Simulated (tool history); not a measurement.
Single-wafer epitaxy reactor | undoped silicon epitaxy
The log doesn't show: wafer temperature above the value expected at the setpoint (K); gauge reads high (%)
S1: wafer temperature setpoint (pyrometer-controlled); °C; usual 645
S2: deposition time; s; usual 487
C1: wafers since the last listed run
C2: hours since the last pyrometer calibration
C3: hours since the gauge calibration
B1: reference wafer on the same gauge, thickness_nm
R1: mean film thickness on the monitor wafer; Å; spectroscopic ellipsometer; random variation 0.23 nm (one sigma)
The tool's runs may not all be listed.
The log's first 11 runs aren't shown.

run   hour   S1   S2   C1      C2     C3      B1      R1
 12  336.7  648  464  147  1456.0  565.1  65.685  657.27
     337.4  -- gauge calibrated
 13  353.2  648  464   84  1472.5   15.8  65.709  655.99
 14  366.0  639  513   65  1485.3   28.6  65.726  598.30
 15  393.9  639  513  142  1513.2   56.5  65.704  593.28
 16  422.2  656  487  145  1541.5   84.8  65.723  812.60
 17  435.5  656  487   68  1554.8   98.1  65.650  807.73
 18  451.3  638  409   80  1570.6  113.9  65.699  462.29
 19  469.1  645  487   91  1588.4  131.7  65.630  637.98
     493.8  -- pyrometer calibrated
 20  504.7  645  487  141    10.9  167.3  65.652  690.60
 21  536.0  645  487  160    42.2  198.6  65.698  693.20
 22  566.1  634  521  154    72.3  228.7  65.705  583.77
 23  592.9  631  435  137    99.1  255.5  65.690  458.75
 24  605.6  645  487   65   111.8  268.2  65.732  688.28

Run 25 comes next. What will it give?
 25  641.2  657  427  182  147.4  303.8   ?   ?

B1: 65.737
R1: 772.87 Å
Without the tool's hidden state the same run would have given R1 773.98 Å.

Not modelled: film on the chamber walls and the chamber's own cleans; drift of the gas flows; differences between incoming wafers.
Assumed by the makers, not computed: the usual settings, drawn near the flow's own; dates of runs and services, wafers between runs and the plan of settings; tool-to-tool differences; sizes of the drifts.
